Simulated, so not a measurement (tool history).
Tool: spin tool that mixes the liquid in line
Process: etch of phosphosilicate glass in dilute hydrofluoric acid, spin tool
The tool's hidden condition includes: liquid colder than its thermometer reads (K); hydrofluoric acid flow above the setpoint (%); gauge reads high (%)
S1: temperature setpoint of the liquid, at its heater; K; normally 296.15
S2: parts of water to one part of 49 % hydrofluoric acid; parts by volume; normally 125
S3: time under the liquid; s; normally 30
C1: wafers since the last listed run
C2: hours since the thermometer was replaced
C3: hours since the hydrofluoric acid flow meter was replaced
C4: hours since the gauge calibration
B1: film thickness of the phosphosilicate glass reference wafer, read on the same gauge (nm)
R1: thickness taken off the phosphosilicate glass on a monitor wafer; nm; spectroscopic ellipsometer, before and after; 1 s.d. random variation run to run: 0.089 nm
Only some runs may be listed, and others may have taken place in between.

run     day      S1   S2  S3    C1     C2      C3      C4     B1     R1
  1   0.000  296.15  125  30     0  484.5  1082.5   634.9  48.04  15.94
  2   4.058  294.15  125  30  1623  581.9  1179.9   732.3  47.94  14.61
  3   6.092  294.15  125  30   813  630.7  1228.7   781.1  47.84  14.61
  4   7.283  294.15  125  30   476  659.3  1257.3   809.7  47.85  14.79
  5   8.325  296.15  125  30   416  684.3  1282.3   834.7  47.80  15.99
  6  10.704  296.15  125  30   951  741.4  1339.4   891.8  47.83  15.72
  7  16.683  296.15  125  30  2392  884.9  1482.9  1035.3  47.81  15.87
  8  18.242  296.15   90  40   623  922.3  1520.3  1072.7  47.78  30.61
     19.175  -- thermometer replaced
     20.071  -- hydrofluoric acid flow meter replaced
     20.354  -- gauge calibrated
  9  21.229  298.65  125  35  1161   49.3    27.8    21.0  49.76  21.01
 10  22.604  298.65  125  35   550   82.3    60.8    54.0  49.58  21.02
 11  23.800  298.65  125  35   478  111.0    89.5    82.7  49.43  21.05
 12  26.471  294.65  125  30  1068  175.1   153.6   146.8  49.10  15.45
 13  29.454  296.15   85  30  1193  246.7   225.2   218.4  48.83  24.79
 14  32.379  296.15  125  30  1170  316.9   295.4   288.6  48.62  16.24
 15  34.417  294.65  100  15   815  365.8   344.3   337.5  48.47   9.85
 16  36.325  300.15  160  40   763  411.6   390.1   383.3  48.39  18.69
 17  38.242  296.15   90  40   766  457.6   436.1   429.3  48.28  30.90
 18  39.254  293.65  180  20   405  481.9   460.4   453.6  48.27   6.32
 19  40.600  296.15  125  30   538  514.2   492.7   485.9  48.20  16.06
 20  42.671  299.65  175  40   828  563.9   542.4   535.6  48.13  16.35
 21  44.488  296.15   90  40   726  607.5   586.0   579.2  48.02  30.88
 22  45.688  300.65  100  40   480  636.3   614.8   608.0  48.09  32.75
 23  47.425  296.15  125  40   695  678.0   656.5   649.7  48.02  21.27
 24  48.862  296.15  185  30   575  712.5   691.0   684.2  48.00  10.07
 25  50.446  296.15  125  30   633  750.5   729.0   722.2  47.88  16.13
 26  53.438  296.15   95  30  1196  822.3   800.8   794.0  47.90  21.53
 27  54.521  298.65  125  15   433  848.3   826.8   820.0  47.89   8.70
     56.125  -- thermometer replaced
 28  57.067  296.15  125  45  1001   22.6   887.9   881.1  47.86  23.63

Give the tool's hidden conditions for every run:
liquid colder than its thermometer reads (K): 0 on each run
hydrofluoric acid flow above the setpoint (%): 0 on each run
H1: gauge reads high (%)
run      H1
  1   -3.95
  2   -4.13
  3    -4.2
  4   -4.23
  5   -4.26
  6   -4.32
  7   -4.44
  8   -4.46
  9   -0.54
 10  -0.914
 11   -1.21
 12   -1.79
 13   -2.33
 14   -2.76
 15   -3.01
 16   -3.21
 17   -3.39
 18   -3.48
 19   -3.58
 20   -3.73
 21   -3.84
 22    -3.9
 23   -3.99
 24   -4.05
 25   -4.12
 26   -4.22
 27   -4.25
 28   -4.32

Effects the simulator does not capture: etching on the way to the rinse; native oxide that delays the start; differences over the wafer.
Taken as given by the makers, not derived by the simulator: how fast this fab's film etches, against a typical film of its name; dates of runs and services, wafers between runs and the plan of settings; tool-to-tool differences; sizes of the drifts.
